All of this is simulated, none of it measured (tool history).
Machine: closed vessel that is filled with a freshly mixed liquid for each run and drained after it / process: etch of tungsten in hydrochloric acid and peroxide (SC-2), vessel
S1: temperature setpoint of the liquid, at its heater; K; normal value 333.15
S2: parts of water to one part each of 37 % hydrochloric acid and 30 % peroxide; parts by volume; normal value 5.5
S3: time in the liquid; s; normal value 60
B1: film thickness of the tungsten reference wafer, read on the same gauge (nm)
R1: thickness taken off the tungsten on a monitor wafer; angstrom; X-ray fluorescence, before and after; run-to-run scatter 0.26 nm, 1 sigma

{"run": 1, "hour": 0.0, "S1": 333.15, "S2": 5.5, "S3": 60, "B1": 69.97, "R1": 283.8}
{"run": 2, "hour": 24.3, "S1": 333.15, "S2": 5.5, "S3": 60, "B1": 69.99, "R1": 284.3}
{"run": 3, "hour": 48.6, "S1": 333.15, "S2": 5.5, "S3": 60, "B1": 69.98, "R1": 279.8}
{"run": 4, "hour": 104.0, "S1": 333.15, "S2": 5.5, "S3": 60, "B1": 70.01, "R1": 286.8}
{"run": 5, "hour": 166.7, "S1": 333.15, "S2": 4.0, "S3": 60, "B1": 69.96, "R1": 350.6}
{"run": 6, "hour": 202.8, "S1": 333.15, "S2": 4.0, "S3": 60, "B1": 69.94, "R1": 351.8}
{"run": 7, "hour": 246.7, "S1": 336.65, "S2": 8.0, "S3": 60, "B1": 70.0, "R1": 261.6}
{"run": 8, "hour": 276.7, "S1": 333.15, "S2": 4.5, "S3": 60, "B1": 70.01, "R1": 328.6}
{"hour": 335.6, "done": "new drum of peroxide connected"}
{"run": 9, "hour": 337.8, "S1": 333.15, "S2": 4.5, "S3": 60, "B1": 69.99, "R1": 321.2}
{"run": 10, "hour": 394.9, "S1": 333.15, "S2": 5.5, "S3": 90, "B1": 70.01, "R1": 417.4}
{"run": 11, "hour": 437.0, "S1": 328.65, "S2": 4.0, "S3": 60, "B1": 69.97, "R1": 265.7}
{"hour": 456.9, "done": "chemicals flow meter replaced"}
{"run": 12, "hour": 494.3, "S1": 333.15, "S2": 4.0, "S3": 45, "B1": 69.97, "R1": 264.1}
{"run": 13, "hour": 554.7, "S1": 333.15, "S2": 5.5, "S3": 60, "B1": 70.0, "R1": 275.5}
{"run": 14, "hour": 614.3, "S1": 333.15, "S2": 5.5, "S3": 60, "B1": 70.0, "R1": 280.2}
{"run": 15, "hour": 684.4, "S1": 340.15, "S2": 4.0, "S3": 75, "B1": 70.01, "R1": 664.3}
{"run": 16, "hour": 722.5, "S1": 337.65, "S2": 4.0, "S3": 50, "B1": 70.02, "R1": 380.2}
{"run": 17, "hour": 755.8, "S1": 343.15, "S2": 5.5, "S3": 40, "B1": 70.0, "R1": 337.9}
{"run": 18, "hour": 785.6, "S1": 333.15, "S2": 5.5, "S3": 80, "B1": 70.01, "R1": 366.8}
{"hour": 799.7, "done": "thermometer replaced"}
{"hour": 828.1, "done": "gauge calibrated"}
{"run": 19, "hour": 834.4, "S1": 324.65, "S2": 4.0, "S3": 50, "B1": 69.97, "R1": 182.7}
{"run": 20, "hour": 903.4, "S1": 333.15, "S2": 8.0, "S3": 30, "B1": 70.0, "R1": 114.4}
{"run": 21, "hour": 965.0, "S1": 333.15, "S2": 6.5, "S3": 40, "B1": 70.0, "R1": 177.2}
{"run": 22, "hour": 1033.3, "S1": 323.15, "S2": 4.0, "S3": 60, "B1": 69.94, "R1": 198.7}
{"run": 23, "hour": 1081.2, "S1": 328.65, "S2": 4.0, "S3": 60, "B1": 69.98, "R1": 286.4}
{"run": 24, "hour": 1152.6, "S1": 333.15, "S2": 7.0, "S3": 85, "B1": 69.95, "R1": 353.6}
{"run": 25, "hour": 1213.1, "S1": 338.15, "S2": 4.0, "S3": 45, "B1": 69.97, "R1": 382.3}
{"run": 26, "hour": 1252.2, "S1": 327.65, "S2": 6.5, "S3": 60, "B1": 69.95, "R1": 185.4}
{"run": 27, "hour": 1312.0, "S1": 326.15, "S2": 4.5, "S3": 30, "B1": 70.02, "R1": 109.2}
{"run": 28, "hour": 1356.0, "S1": 340.15, "S2": 4.5, "S3": 45, "B1": 70.02, "R1": 396.0}
{"run": 29, "hour": 1387.8, "S1": 333.15, "S2": 5.5, "S3": 60, "B1": 69.98, "R1": 299.7}

A few steps of R1 between consecutive runs. Split each: what settings, incoming material and random variation would produce without the hidden state, and what is left over for the hidden state, along with gauge scatter present in only one of the two compared results (measured, and without hidden state):
The tool's hidden condition here consists of: liquid colder than its thermometer reads (K); chemicals flow below the setpoint (%); peroxide weaker than its label (%); gauge reads high (%).
Run 14 -> 15: S1 333.15 -> 340.15, S2 5.5 -> 4.0, S3 60 -> 75. R1 +384.1 angstrom: hidden state -35.5, all else +419.6.
Run 18 -> 19: S1 333.15 -> 324.65, S2 5.5 -> 4.0, S3 80 -> 50, thermometer replaced, gauge calibrated. R1 -184.1 angstrom: hidden state +36.7, all else -220.8.
Run 27 -> 28: S1 326.15 -> 340.15, S3 30 -> 45. R1 +286.8 angstrom: hidden state -5.8, all else +292.6.
